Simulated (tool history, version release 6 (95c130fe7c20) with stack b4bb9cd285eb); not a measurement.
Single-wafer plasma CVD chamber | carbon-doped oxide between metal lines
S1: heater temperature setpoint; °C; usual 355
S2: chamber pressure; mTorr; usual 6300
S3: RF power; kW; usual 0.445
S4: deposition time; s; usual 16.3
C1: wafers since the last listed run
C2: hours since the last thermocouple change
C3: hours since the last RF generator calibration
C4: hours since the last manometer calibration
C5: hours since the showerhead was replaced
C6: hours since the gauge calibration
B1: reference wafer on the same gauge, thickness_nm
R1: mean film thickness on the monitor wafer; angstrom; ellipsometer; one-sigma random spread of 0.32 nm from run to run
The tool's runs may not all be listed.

| run | hour | S1 | S2 | S3 | S4 | C1 | C2 | C3 | C4 | C5 | C6 | B1 | R1 |
|---|---|---|---|---|---|---|---|---|---|---|---|---|---|
| 1 | 0 | 355 | 6300 | 0.445 | 16.3 | 0 | 1460.9 | 2101.3 | 2154.4 | 7898.4 | 2.2 | 64.318 | 743.45 |
| 2 | 35.6 | 355 | 6300 | 0.445 | 16.3 | 1399 | 1496.5 | 2136.9 | 2190 | 7934 | 37.8 | 64.291 | 742.09 |
| 3 | 49 | 355 | 6300 | 0.445 | 16.3 | 526 | 1509.9 | 2150.3 | 2203.4 | 7947.4 | 51.2 | 64.386 | 744.79 |
| 4 | 77.5 | 355 | 6300 | 0.445 | 16.3 | 1120 | 1538.4 | 2178.8 | 2231.9 | 7975.9 | 79.7 | 64.212 | 742.49 |
| 5 | 103.8 | 355 | 6300 | 0.445 | 16.3 | 1033 | 1564.7 | 2205.1 | 2258.2 | 8002.2 | 106 | 64.287 | 737.29 |
| 6 | 127.3 | 355 | 6300 | 0.42 | 16.3 | 923 | 1588.2 | 2228.6 | 2281.7 | 8025.7 | 129.5 | 64.292 | 710.58 |
| 7 | 147.2 | 355 | 6300 | 0.445 | 13.9 | 782 | 1608.1 | 2248.5 | 2301.6 | 8045.6 | 149.4 | 64.288 | 639.59 |
| 8 | 178.2 | 355 | 6300 | 0.445 | 13.9 | 1218 | 1639.1 | 2279.5 | 2332.6 | 8076.6 | 180.4 | 64.322 | 642.49 |
| 9 | 211.4 | 355 | 6300 | 0.445 | 13.9 | 1304 | 1672.3 | 2312.7 | 2365.8 | 8109.8 | 213.6 | 64.25 | 633.91 |
|  | 223.7 | showerhead replaced |
|  | 226.9 | RF generator calibrated |
| 10 | 227.4 | 347 | 6300 | 0.445 | 17 | 187 | 1688.3 | 0.5 | 2381.8 | 3.7 | 229.6 | 64.292 | 789.04 |
| 11 | 243.5 | 355 | 6300 | 0.53 | 16.3 | 632 | 1704.4 | 16.6 | 2397.9 | 19.8 | 245.7 | 64.29 | 837.62 |
| 12 | 266.1 | 355 | 6300 | 0.51 | 16.3 | 888 | 1727 | 39.2 | 2420.5 | 42.4 | 268.3 | 64.298 | 814.83 |
|  | 296.2 | gauge calibrated |
|  | 307.3 | capacitance manometer re-zeroed and calibrated |
| 13 | 312 | 363 | 6300 | 0.51 | 13.5 | 1489 | 1772.9 | 85.1 | 4.7 | 88.3 | 15.8 | 64.215 | 666.66 |
|  | 339.9 | thermocouple changed; heater temperature recalibrated |
| 14 | 340.4 | 344 | 7510 | 0.415 | 16.3 | 801 | 0.5 | 113.5 | 33.1 | 116.7 | 44.2 | 64.286 | 734.55 |
| 15 | 415.3 | 350 | 7360 | 0.385 | 18.9 | 2943 | 75.4 | 188.4 | 108 | 191.6 | 119.1 | 64.27 | 783.29 |
| 16 | 439 | 355 | 6300 | 0.525 | 16.3 | 931 | 99.1 | 212.1 | 131.7 | 215.3 | 142.8 | 64.31 | 838.35 |
| 17 | 461.1 | 347 | 6300 | 0.445 | 15.2 | 868 | 121.2 | 234.2 | 153.8 | 237.4 | 164.9 | 64.379 | 706.85 |
| 18 | 481.3 | 355 | 6300 | 0.445 | 16.3 | 793 | 141.4 | 254.4 | 174 | 257.6 | 185.1 | 64.381 | 743.25 |
| 19 | 495.7 | 355 | 6300 | 0.445 | 16.3 | 565 | 155.8 | 268.8 | 188.4 | 272 | 199.5 | 64.264 | 742.32 |
| 20 | 515.7 | 343 | 6300 | 0.485 | 16.3 | 786 | 175.8 | 288.8 | 208.4 | 292 | 219.5 | 64.271 | 819.29 |
| 21 | 544.8 | 349 | 5010 | 0.36 | 13.2 | 1143 | 204.9 | 317.9 | 237.5 | 321.1 | 248.6 | 64.269 | 502.66 |

3 options for the next run, each taken on its own from the tool as it stands now. Forecast them:
| A | 545.2 | 355 | 6300 | 0.375 | 16.3 | 15 | 205.3 | 318.3 | 237.9 | 321.5 | 249 | ? | ? |
| B | 545.2 | 348 | 6300 | 0.445 | 16.3 | 15 | 205.3 | 318.3 | 237.9 | 321.5 | 249 | ? | ? |
| C | 545.2 | 367 | 7780 | 0.515 | 14.1 | 15 | 205.3 | 318.3 | 237.9 | 321.5 | 249 | ? | ? |

| run | B1 | R1 |
|---|---|---|
| A | 64.336 | 644.67 |
| B | 64.336 | 754.43 |
| C | 64.336 | 703.55 |
Without the tool's hidden state the same runs would have given:
| run | R1 |
|---|---|
| A | 644.67 |
| B | 754.43 |
| C | 703.55 |
